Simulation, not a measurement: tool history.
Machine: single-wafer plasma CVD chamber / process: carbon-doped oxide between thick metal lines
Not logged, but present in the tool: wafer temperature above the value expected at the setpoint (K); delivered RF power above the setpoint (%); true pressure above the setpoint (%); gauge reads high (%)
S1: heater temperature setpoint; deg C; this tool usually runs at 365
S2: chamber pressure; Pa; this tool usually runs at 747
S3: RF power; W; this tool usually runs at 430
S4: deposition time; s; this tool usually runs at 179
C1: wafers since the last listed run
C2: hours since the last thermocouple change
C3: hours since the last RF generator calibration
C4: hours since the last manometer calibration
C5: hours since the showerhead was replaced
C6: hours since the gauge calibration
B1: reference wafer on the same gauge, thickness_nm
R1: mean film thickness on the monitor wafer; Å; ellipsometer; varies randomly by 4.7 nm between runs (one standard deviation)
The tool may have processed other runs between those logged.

run	hour	S1	S2	S3	S4	C1	C2	C3	C4	C5	C6	B1	R1
1	0	365	747	430	179	0	1286.6	1661.8	694.5	5568.7	2245.6	875.159	8180.44
2	84.7	365	747	430	179	643	1371.3	1746.5	779.2	5653.4	2330.3	875.461	8224.23
# hour 149.4: RF generator calibrated
# hour 170.2: thermocouple changed; heater temperature recalibrated
# hour 285.2: gauge calibrated
3	365.8	365	747	430	179	2012	195.6	216.4	1060.3	5934.5	80.6	875.557	8367.83
4	465.9	365	747	430	179	760	295.7	316.5	1160.4	6034.6	180.7	875.463	8399.06
5	545.6	365	747	430	179	605	375.4	396.2	1240.1	6114.3	260.4	875.481	8287.68
6	617.6	365	747	430	179	546	447.4	468.2	1312.1	6186.3	332.4	876.368	8342.41
7	654.4	365	747	430	179	279	484.2	505	1348.9	6223.1	369.2	875.792	8408.23
8	714.4	365	747	430	179	455	544.2	565	1408.9	6283.1	429.2	876.552	8203.83
9	758.6	365	747	430	179	335	588.4	609.2	1453.1	6327.3	473.4	876.54	8341.62
10	826.2	352	688	430	203	513	656	676.8	1520.7	6394.9	541	875.918	9520.18
11	880.2	365	643	430	179	410	710	730.8	1574.7	6448.9	595	875.519	8070.18
12	934.2	378	593	460	199	410	764	784.8	1628.7	6502.9	649	875.34	9139.07
13	970.3	357	564	405	154	274	800.1	820.9	1664.8	6539	685.1	875.945	6442.21
# hour 982.5: capacitance manometer re-zeroed and calibrated
14	1020	365	747	430	179	316	849.8	870.6	37.5	6588.7	734.8	875.355	8232.22
15	1093.3	365	747	430	179	556	923.1	943.9	110.8	6662	808.1	876.267	8235.19
16	1169.4	365	747	430	179	577	999.2	1020	186.9	6738.1	884.2	876.142	8185.39
17	1206.7	365	643	430	179	283	1036.5	1057.3	224.2	6775.4	921.5	875.681	7975.17
18	1275.6	365	747	430	179	523	1105.4	1126.2	293.1	6844.3	990.4	875.761	8189.15
19	1354.8	365	747	395	179	601	1184.6	1205.4	372.3	6923.5	1069.6	876.548	7545.71
20	1404.2	365	825	460	156	375	1234	1254.8	421.7	6972.9	1119	876.632	7667.91
21	1505.3	365	868	430	144	767	1335.1	1355.9	522.8	7074	1220.1	876.551	6621.31
# hour 1550.1: showerhead replaced
22	1564.5	365	747	505	179	388	1394.3	1415.1	582	14.4	1279.3	876.188	9392.1
23	1634.5	365	747	430	179	531	1464.3	1485.1	652	84.4	1349.3	875.989	8092.01
24	1739.8	365	747	375	190	799	1569.6	1590.4	757.3	189.7	1454.6	876.588	7494.6
# hour 1753.1: thermocouple changed; heater temperature recalibrated
25	1788.2	360	579	430	179	306	35.1	1638.8	805.7	238.1	1503	875.754	7852.28
# hour 1885.6: RF generator calibrated
26	1893.4	372	687	430	179	738	140.3	7.8	910.9	343.3	1608.2	876.225	8219.47
27	1998.3	365	747	430	179	796	245.2	112.7	1015.8	448.2	1713.1	875.927	8420.62
28	2077.6	365	747	430	179	602	324.5	192	1095.1	527.5	1792.4	877.04	8442.52
29	2131.3	377	615	360	163	407	378.2	245.7	1148.8	581.2	1846.1	877.246	6024.7

Hidden condition of the tool, last listed run before each entry between runs versus first listed run after:
From run 2 to run 3: RF generator calibrated (hour 149.4); thermocouple changed; heater temperature recalibrated (hour 170.2); gauge calibrated (hour 285.2)
  delivered RF power above the setpoint (%): -5.04 -> -1.75
  measured value less the no-hidden-state value, R1: -426.76 -> -144.93 Å
From run 13 to run 14: capacitance manometer re-zeroed and calibrated (hour 982.5)
  delivered RF power above the setpoint (%): -4.08 -> -4.19
  measured value less the no-hidden-state value, R1: -272.89 -> -351.35 Å
From run 21 to run 22: showerhead replaced (hour 1550.1)
  delivered RF power above the setpoint (%): -4.87 -> -4.92
  measured value less the no-hidden-state value, R1: -331.27 -> -400.42 Å
From run 24 to run 25: thermocouple changed; heater temperature recalibrated (hour 1753.1)
  delivered RF power above the setpoint (%): -5.04 -> -5.07
  measured value less the no-hidden-state value, R1: -406.91 -> -410.42 Å
From run 25 to run 26: RF generator calibrated (hour 1885.6)
  delivered RF power above the setpoint (%): -5.07 -> -0.881
  measured value less the no-hidden-state value, R1: -410.42 -> -70.97 Å

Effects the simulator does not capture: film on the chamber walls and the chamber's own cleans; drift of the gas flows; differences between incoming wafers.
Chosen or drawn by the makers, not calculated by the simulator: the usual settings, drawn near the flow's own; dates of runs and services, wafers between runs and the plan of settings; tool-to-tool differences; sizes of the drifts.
